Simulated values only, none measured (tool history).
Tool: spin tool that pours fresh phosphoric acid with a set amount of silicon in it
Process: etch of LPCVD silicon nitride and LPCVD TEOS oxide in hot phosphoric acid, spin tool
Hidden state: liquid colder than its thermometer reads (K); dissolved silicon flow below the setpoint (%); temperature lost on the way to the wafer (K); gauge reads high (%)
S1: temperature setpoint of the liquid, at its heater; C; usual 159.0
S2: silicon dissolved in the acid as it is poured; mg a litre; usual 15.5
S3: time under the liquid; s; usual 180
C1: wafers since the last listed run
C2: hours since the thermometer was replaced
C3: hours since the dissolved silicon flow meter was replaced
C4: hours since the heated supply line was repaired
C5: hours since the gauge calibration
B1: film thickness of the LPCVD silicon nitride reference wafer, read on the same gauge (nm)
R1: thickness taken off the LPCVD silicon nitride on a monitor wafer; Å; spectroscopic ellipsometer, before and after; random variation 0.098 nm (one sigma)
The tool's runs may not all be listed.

| run | day | S1 | S2 | S3 | C1 | C2 | C3 | C4 | C5 | B1 | R1 |
|---|---|---|---|---|---|---|---|---|---|---|---|
| 1 | 0.000 | 157.5 | 15.5 | 180 | 0 | 889.9 | 1546.4 | 3090.1 | 32.7 | 49.97 | 96.5 |
|  | 0.129 | thermometer replaced |
| 2 | 0.767 | 159.0 | 15.5 | 180 | 71 | 15.3 | 1564.8 | 3108.5 | 51.1 | 50.03 | 110.7 |
| 3 | 1.992 | 159.0 | 15.5 | 180 | 120 | 44.7 | 1594.2 | 3137.9 | 80.5 | 49.99 | 107.8 |
| 4 | 3.392 | 159.0 | 15.5 | 180 | 137 | 78.3 | 1627.8 | 3171.5 | 114.1 | 50.00 | 107.9 |
| 5 | 4.400 | 159.0 | 15.5 | 180 | 99 | 102.5 | 1652.0 | 3195.7 | 138.3 | 50.01 | 108.6 |
| 6 | 5.871 | 159.0 | 6.0 | 180 | 144 | 137.8 | 1687.3 | 3231.0 | 173.6 | 50.02 | 109.3 |
| 7 | 6.717 | 161.0 | 3.0 | 270 | 83 | 158.1 | 1707.6 | 3251.3 | 193.9 | 50.04 | 174.3 |
| 8 | 7.292 | 161.0 | 15.5 | 150 | 56 | 171.9 | 1721.4 | 3265.1 | 207.7 | 49.98 | 98.1 |
| 9 | 10.154 | 159.0 | 15.5 | 125 | 282 | 240.6 | 1790.1 | 3333.8 | 276.4 | 49.97 | 74.8 |
|  | 10.383 | dissolved silicon flow meter replaced |
| 10 | 11.508 | 159.0 | 15.5 | 180 | 129 | 273.1 | 27.0 | 3366.3 | 308.9 | 49.99 | 106.2 |
| 11 | 12.242 | 161.5 | 3.0 | 85 | 72 | 290.7 | 44.6 | 3383.9 | 326.5 | 49.98 | 55.1 |

Forecast run 12:
|  | 13.171 | heated supply line repaired |
| 12 | 14.304 | 159.0 | 15.5 | 180 | 199 | 340.2 | 94.1 | 27.2 | 376.0 | ? | ? |

{"run 12": {"B1": 50.0, "R1": 124.8}}
Without the tool's hidden state the same run would have given R1 128.9 Å.
